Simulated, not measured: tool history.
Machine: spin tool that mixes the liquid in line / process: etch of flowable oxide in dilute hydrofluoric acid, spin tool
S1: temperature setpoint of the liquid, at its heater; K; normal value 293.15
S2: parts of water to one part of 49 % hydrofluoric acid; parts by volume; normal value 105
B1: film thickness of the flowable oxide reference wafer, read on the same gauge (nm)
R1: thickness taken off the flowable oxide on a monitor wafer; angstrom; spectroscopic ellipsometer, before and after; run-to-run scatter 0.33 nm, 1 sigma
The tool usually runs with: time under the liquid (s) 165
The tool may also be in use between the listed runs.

{"run": 1, "hour": 0.0, "S1": 295.15, "S2": 105, "time under the liquid (s)": 165, "B1": 59.99, "R1": 495.4}
{"run": 2, "hour": 67.6, "S1": 293.15, "S2": 105, "time under the liquid (s)": 165, "B1": 60.02, "R1": 460.5}
{"run": 3, "hour": 106.5, "S1": 293.15, "S2": 105, "time under the liquid (s)": 165, "B1": 59.98, "R1": 457.6}
{"run": 4, "hour": 154.8, "S1": 293.15, "S2": 105, "time under the liquid (s)": 165, "B1": 60.02, "R1": 456.4}
{"run": 5, "hour": 181.6, "S1": 293.15, "S2": 105, "time under the liquid (s)": 195, "B1": 59.97, "R1": 538.9}
{"run": 6, "hour": 248.3, "S1": 293.15, "S2": 105, "time under the liquid (s)": 195, "B1": 59.99, "R1": 528.1}
{"hour": 307.7, "done": "gauge calibrated"}
{"run": 7, "hour": 313.0, "S1": 293.15, "S2": 105, "time under the liquid (s)": 195, "B1": 60.03, "R1": 529.5}
{"run": 8, "hour": 371.5, "S1": 293.15, "S2": 105, "time under the liquid (s)": 100, "B1": 59.96, "R1": 271.7}
{"run": 9, "hour": 411.8, "S1": 293.15, "S2": 105, "time under the liquid (s)": 100, "B1": 60, "R1": 270.3}
{"hour": 414.7, "done": "thermometer replaced"}
{"run": 10, "hour": 464.6, "S1": 296.65, "S2": 105, "time under the liquid (s)": 95, "B1": 59.95, "R1": 296.5}
{"run": 11, "hour": 500.2, "S1": 293.15, "S2": 105, "time under the liquid (s)": 165, "B1": 60.04, "R1": 442.8}
{"run": 12, "hour": 687.3, "S1": 298.15, "S2": 140, "time under the liquid (s)": 165, "B1": 59.98, "R1": 382.2}
{"run": 13, "hour": 754.0, "S1": 296.15, "S2": 105, "time under the liquid (s)": 165, "B1": 60.04, "R1": 492.9}
{"run": 14, "hour": 809.4, "S1": 293.15, "S2": 140, "time under the liquid (s)": 200, "B1": 60.02, "R1": 380.3}
{"run": 15, "hour": 874.8, "S1": 293.15, "S2": 105, "time under the liquid (s)": 165, "B1": 59.96, "R1": 437}
{"run": 16, "hour": 944.3, "S1": 294.65, "S2": 65, "time under the liquid (s)": 165, "B1": 59.97, "R1": 788.2}
{"run": 17, "hour": 981.0, "S1": 297.15, "S2": 60, "time under the liquid (s)": 260, "B1": 60.01, "R1": 1491.9}
{"run": 18, "hour": 1045.0, "S1": 294.65, "S2": 75, "time under the liquid (s)": 165, "B1": 59.98, "R1": 668.4}
{"run": 19, "hour": 1098.8, "S1": 293.15, "S2": 105, "time under the liquid (s)": 220, "B1": 60, "R1": 567.7}
{"hour": 1285.4, "done": "hydrofluoric acid flow meter replaced"}
{"run": 20, "hour": 1304.7, "S1": 290.15, "S2": 60, "time under the liquid (s)": 190, "B1": 59.96, "R1": 879.8}
{"run": 21, "hour": 1342.5, "S1": 293.15, "S2": 105, "time under the liquid (s)": 165, "B1": 59.98, "R1": 462.5}
{"run": 22, "hour": 1408.6, "S1": 293.15, "S2": 95, "time under the liquid (s)": 165, "B1": 60.01, "R1": 527.2}
{"run": 23, "hour": 1477.7, "S1": 293.15, "S2": 105, "time under the liquid (s)": 165, "B1": 59.99, "R1": 467.1}
{"run": 24, "hour": 1539.2, "S1": 293.15, "S2": 105, "time under the liquid (s)": 240, "B1": 60.01, "R1": 671.4}
{"run": 25, "hour": 1564.6, "S1": 290.15, "S2": 105, "time under the liquid (s)": 165, "B1": 59.96, "R1": 409.9}

Estimate the outcome of run 26 from the log above:
{"run": 26, "hour": 1621.6, "S1": 293.15, "S2": 135, "time under the liquid (s)": 165, "B1": "?", "R1": "?"}

{"run 26": {"B1": 60.01, "R1": 351.1}}
Without the tool's hidden state the same run would have given R1 358.1 angstrom.

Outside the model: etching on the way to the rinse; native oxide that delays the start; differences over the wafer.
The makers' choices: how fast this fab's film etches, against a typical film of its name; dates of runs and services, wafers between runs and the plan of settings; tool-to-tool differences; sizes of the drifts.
